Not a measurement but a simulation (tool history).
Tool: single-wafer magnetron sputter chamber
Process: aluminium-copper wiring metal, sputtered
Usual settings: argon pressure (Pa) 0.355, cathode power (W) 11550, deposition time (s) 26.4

run   hour  argon pressure (Pa)  cathode power (W)  deposition time (s)  read-back reference wafer on the same gauge, thickness_nm  mean film thickness on the monitor wafer (nm)
  1      0                0.426              11550                 26.4                                                    597.195                                          514.6
  2   12.8                0.426              11550                 26.4                                                     597.61                                        525.836
  3   20.2                0.355              11550                 27.9                                                    596.504                                        579.514
  4   27.8                0.355              11550                 27.9                                                    597.004                                        575.328
  5   39.9                0.355              11550                 27.9                                                    597.848                                         576.04
  6   52.7                0.322              11550                 22.8                                                    597.288                                        489.317
  7   63.3                0.355               9300                 26.4                                                    597.626                                        442.441
  8   69.6                0.355               9300                 26.4                                                    597.314                                        434.885
  9  116.9                0.355               9300                 26.4                                                    597.451                                        433.969
 10  129.3                0.355               9600                 26.4                                                    597.766                                        449.092
 11  136.5                0.355              10450                 26.4                                                    597.816                                        490.778
 12  149.5                0.355              11550                 29.9                                                     596.06                                        616.298
       168  -- capacitance manometer re-zeroed and calibrated
     170.9  -- magnet pack replaced
     178.9  -- sputter target and shields replaced
 13  179.4                0.355              11550                 29.9                                                    597.515                                        616.307
 14  179.7                0.265              13500                 27.9                                                    596.795                                        733.618
 15  189.3                0.355              11550                 26.4                                                    596.416                                        556.455
 16  201.7                0.355              11550                 26.4                                                    596.362                                        548.879
     207.1  -- gauge calibrated
 17    216                0.471              11550                 26.4                                                    595.634                                         503.44
 18  225.4                0.355               9250                 26.4                                                    597.225                                        443.474
 19  235.8                 0.26              13400                 26.4                                                    595.791                                        686.346
 20  252.6                0.224              13300                 26.4                                                    596.907                                        706.275
 21  263.2                0.355              11550                 29.9                                                    596.724                                        623.494
 22  277.8                0.283              10750                 29.2                                                    597.324                                        596.086
 23  285.5                0.454               9750                 26.4                                                    596.624                                        426.794
 24  292.4                0.473              13850                 28.5                                                    597.604                                        645.277
 25  309.4                0.451              11550                 26.4                                                     596.45                                        505.883
 26  358.2                0.243              11550                 26.4                                                    597.167                                        591.424

Forecast each of these 5 alternatives for the next run:
  A  358.6                0.355              11550                 26.4                                                          ?                                              ?
  B  358.6                0.355              10500                   28                                                          ?                                              ?
  C  358.6                0.355              13500                 26.4                                                          ?                                              ?
  D  358.6                0.472              11550                 26.4                                                          ?                                              ?
  E  358.6                0.355              11550                 31.5                                                          ?                                              ?

run  read-back reference wafer on the same gauge, thickness_nm  mean film thickness on the monitor wafer (nm)
  A                                                    597.085                                        540.858
  B                                                    597.085                                        521.488
  C                                                    597.085                                        632.172
  D                                                    597.085                                         493.57
  E                                                    597.085                                        645.342
Without the tool's hidden state the same runs would have given:
run  mean film thickness on the monitor wafer (nm)
  A                                        552.097
  B                                        532.325
  C                                        645.308
  D                                        503.826
  E                                        658.752
